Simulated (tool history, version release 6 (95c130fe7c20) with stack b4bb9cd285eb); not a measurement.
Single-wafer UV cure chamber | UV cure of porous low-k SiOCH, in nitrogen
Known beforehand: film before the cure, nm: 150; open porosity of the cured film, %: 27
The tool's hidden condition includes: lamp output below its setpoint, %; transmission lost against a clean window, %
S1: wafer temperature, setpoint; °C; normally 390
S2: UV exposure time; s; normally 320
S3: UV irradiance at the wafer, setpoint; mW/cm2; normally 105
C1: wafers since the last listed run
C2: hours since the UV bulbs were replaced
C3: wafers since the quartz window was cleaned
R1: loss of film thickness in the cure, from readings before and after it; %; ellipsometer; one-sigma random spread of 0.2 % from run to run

run   hour   S1   S2   S3   C1      C2    C3      R1
  1      0  390  440  105    0     892  3399  18.668
  2   12.6  390  320  129   70   904.6  3469  18.085
  3   29.8  390  320  129   96   921.8  3566  17.925
  4   38.9  390  320  129   51   930.9  3617  17.984
  5   50.7  390  320  116   66   942.7  3684  17.683
  6   56.9  390  320  116   34   948.9  3718  17.819
  7   64.8  390  320  116   44   956.8  3763  17.674
  8     74  390  320  105   51     966  3815  16.901
  9     86  390  320  105   67     978  3882  17.124
 10  104.4  390  210  130  103   996.4  3985  15.853
     113.3  -- quartz window cleaned
 11  116.8  390  210  130   24  1008.8    19  15.795
 12  133.8  390  320  105   95  1025.8   115   16.45
 13    142  390  320  105   46    1034   161   17.08
 14  150.2  390  320  105   46  1042.2   207  16.804
 15  157.5  390  320  105   41  1049.5   248  16.556
 16  181.1  390  320  105  132  1073.1   381  17.168
 17  190.1  377  510  105   50  1082.1   431  19.376
 18  201.9  390  320  105   66  1093.9   498  16.849
 19  219.3  390  320  105   97  1111.3   595  16.691
     232.9  -- UV bulbs replaced
 20  233.4  390  225   95   34     0.5   630  14.466
 21    234  373  320  125    3     1.1   633  17.417
 22  240.1  384  320  105   34     7.2   667  16.773
 23  257.7  379  240  105   98    24.8   766  15.286
 24  266.5  381  320  105   49    33.6   816   16.45
 25  281.4  382  255   94   83    48.5   899  14.863
 26  292.8  407  320   82   64    59.9   963  15.681
 27  302.6  390  320  105   55    69.7  1019  17.128
 28  317.5  390  320  105   83    84.6  1102  16.824
 29  333.1  390  320  105   87   100.2  1190  16.794
 30  347.2  390  320  105   79   114.3  1269  16.421
 31    363  375  195  122   88   130.1  1358  14.545
 32  369.8  379  490   90   38   136.9  1396  18.371

Hidden condition of the tool, last listed run before each entry between runs versus first listed run after:
After run 10, before run 11: quartz window cleaned (hour 113.3)
  the hidden state is the same at both runs
After run 19, before run 20: UV bulbs replaced (hour 232.9)
  the hidden state is the same at both runs
